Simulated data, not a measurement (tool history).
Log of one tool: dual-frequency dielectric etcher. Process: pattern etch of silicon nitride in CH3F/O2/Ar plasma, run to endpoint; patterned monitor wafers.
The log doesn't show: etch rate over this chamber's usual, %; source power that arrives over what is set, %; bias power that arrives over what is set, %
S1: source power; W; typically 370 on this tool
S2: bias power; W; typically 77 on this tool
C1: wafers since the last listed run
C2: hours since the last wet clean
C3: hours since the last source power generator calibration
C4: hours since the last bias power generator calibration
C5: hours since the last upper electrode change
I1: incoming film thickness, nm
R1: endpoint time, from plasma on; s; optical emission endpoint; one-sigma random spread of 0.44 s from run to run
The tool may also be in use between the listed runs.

| run | hour | S1 | S2 | C1 | C2 | C3 | C4 | C5 | I1 | R1 |
|---|---|---|---|---|---|---|---|---|---|---|
| 1 | 0 | 370 | 91 | 0 | 453.1 | 2635 | 3927.9 | 2258.6 | 35.45 | 46.3 |
| 2 | 26.5 | 370 | 77 | 155 | 479.6 | 2661.5 | 3954.4 | 2285.1 | 35.49 | 49 |
|  | 64.3 | wet clean of the chamber |
| 3 | 64.8 | 370 | 77 | 83 | 0.5 | 2699.8 | 3992.7 | 2323.4 | 35.48 | 51.1 |
| 4 | 119.6 | 370 | 77 | 320 | 55.3 | 2754.6 | 4047.5 | 2378.2 | 35.72 | 50.9 |
| 5 | 166.4 | 370 | 77 | 273 | 102.1 | 2801.4 | 4094.3 | 2425 | 35.75 | 50.4 |
| 6 | 232.6 | 370 | 77 | 387 | 168.3 | 2867.6 | 4160.5 | 2491.2 | 34.91 | 49.2 |
| 7 | 286.3 | 370 | 77 | 314 | 222 | 2921.3 | 4214.2 | 2544.9 | 35.11 | 49.1 |
| 8 | 328.5 | 370 | 77 | 246 | 264.2 | 2963.5 | 4256.4 | 2587.1 | 35.66 | 50 |
| 9 | 398.6 | 370 | 77 | 410 | 334.3 | 3033.6 | 4326.5 | 2657.2 | 35.44 | 49.2 |
| 10 | 428.1 | 370 | 77 | 172 | 363.8 | 3063.1 | 4356 | 2686.7 | 35.07 | 48.3 |
| 11 | 477.1 | 370 | 77 | 286 | 412.8 | 3112.1 | 4405 | 2735.7 | 35.44 | 49.6 |
| 12 | 542.9 | 370 | 77 | 384 | 478.6 | 3177.9 | 4470.8 | 2801.5 | 35.38 | 48.3 |
|  | 568.7 | upper electrode replaced, of another model than before |
|  | 586.1 | bias power generator calibrated |
| 13 | 611.5 | 370 | 77 | 237 | 547.2 | 3246.5 | 25.4 | 42.8 | 35.44 | 48.9 |
|  | 697.2 | wet clean of the chamber |
| 14 | 697.7 | 350 | 63 | 363 | 0.5 | 3332.7 | 111.6 | 129 | 35.29 | 54 |
| 15 | 719.4 | 350 | 63 | 126 | 22.2 | 3354.4 | 133.3 | 150.7 | 35.27 | 53 |
| 16 | 744.5 | 350 | 63 | 146 | 47.3 | 3379.5 | 158.4 | 175.8 | 35.27 | 53.2 |
| 17 | 775.6 | 330 | 77 | 181 | 78.4 | 3410.6 | 189.5 | 206.9 | 35.41 | 50.9 |
| 18 | 844 | 430 | 68 | 400 | 146.8 | 3479 | 257.9 | 275.3 | 35.62 | 51.3 |
| 19 | 881.5 | 420 | 83 | 219 | 184.3 | 3516.5 | 295.4 | 312.8 | 35.5 | 48.6 |
| 20 | 908.4 | 410 | 68 | 157 | 211.2 | 3543.4 | 322.3 | 339.7 | 35.3 | 49.9 |
| 21 | 933.2 | 330 | 92 | 145 | 236 | 3568.2 | 347.1 | 364.5 | 35.82 | 49.2 |
|  | 958.8 | source power generator calibrated |
| 22 | 989.7 | 370 | 77 | 307 | 292.5 | 30.9 | 403.6 | 421 | 35.51 | 50 |
| 23 | 1039.4 | 370 | 77 | 290 | 342.2 | 80.6 | 453.3 | 470.7 | 35.21 | 49.4 |
| 24 | 1075.4 | 420 | 66 | 210 | 378.2 | 116.6 | 489.3 | 506.7 | 35.22 | 50 |
| 25 | 1109.9 | 370 | 77 | 201 | 412.7 | 151.1 | 523.8 | 541.2 | 35.07 | 48.8 |
| 26 | 1158.1 | 330 | 90 | 282 | 460.9 | 199.3 | 572 | 589.4 | 34.93 | 47.3 |
| 27 | 1196.7 | 390 | 64 | 225 | 499.5 | 237.9 | 610.6 | 628 | 35.38 | 50.1 |
|  | 1238 | wet clean of the chamber |
| 28 | 1258.1 | 370 | 71 | 218 | 20.1 | 299.3 | 672 | 689.4 | 35.48 | 51.9 |
| 29 | 1327.2 | 320 | 59 | 404 | 89.2 | 368.4 | 741.1 | 758.5 | 35.06 | 53.7 |
| 30 | 1537.8 | 390 | 64 | 1232 | 299.8 | 579 | 951.7 | 969.1 | 35.13 | 51.3 |
| 31 | 1570.3 | 300 | 77 | 190 | 332.3 | 611.5 | 984.2 | 1001.6 | 35.26 | 50.2 |
| 32 | 1627.1 | 430 | 63 | 332 | 389.1 | 668.3 | 1041 | 1058.4 | 35.31 | 50.9 |
| 33 | 1670.5 | 410 | 61 | 253 | 432.5 | 711.7 | 1084.4 | 1101.8 | 35.2 | 50.9 |

Hidden condition of the tool, last listed run before each entry between runs versus first listed run after:
Between runs 2 and 3: wet clean of the chamber (hour 64.3)
  etch rate over this chamber's usual, %: 4.28 -> 0.192
  difference, measured minus the result without the unlogged condition, R1: -2.1 -> -0.1 s
Between runs 12 and 13: upper electrode replaced, of another model than before (hour 568.7); bias power generator calibrated (hour 586.1)
  etch rate over this chamber's usual, %: 4.38 -> 4.98
  difference, measured minus the result without the unlogged condition, R1: -2.1 -> -2.5 s
Between runs 13 and 14: wet clean of the chamber (hour 697.2)
  etch rate over this chamber's usual, %: 4.98 -> -0.39
  difference, measured minus the result without the unlogged condition, R1: -2.5 -> +0.2 s
Between runs 21 and 22: source power generator calibrated (hour 958.8)
  etch rate over this chamber's usual, %: 1.67 -> 2.17
  difference, measured minus the result without the unlogged condition, R1: -0.8 -> -1.1 s
Between runs 27 and 28: wet clean of the chamber (hour 1238)
  etch rate over this chamber's usual, %: 3.98 -> -0.28
  difference, measured minus the result without the unlogged condition, R1: -2 -> +0.2 s
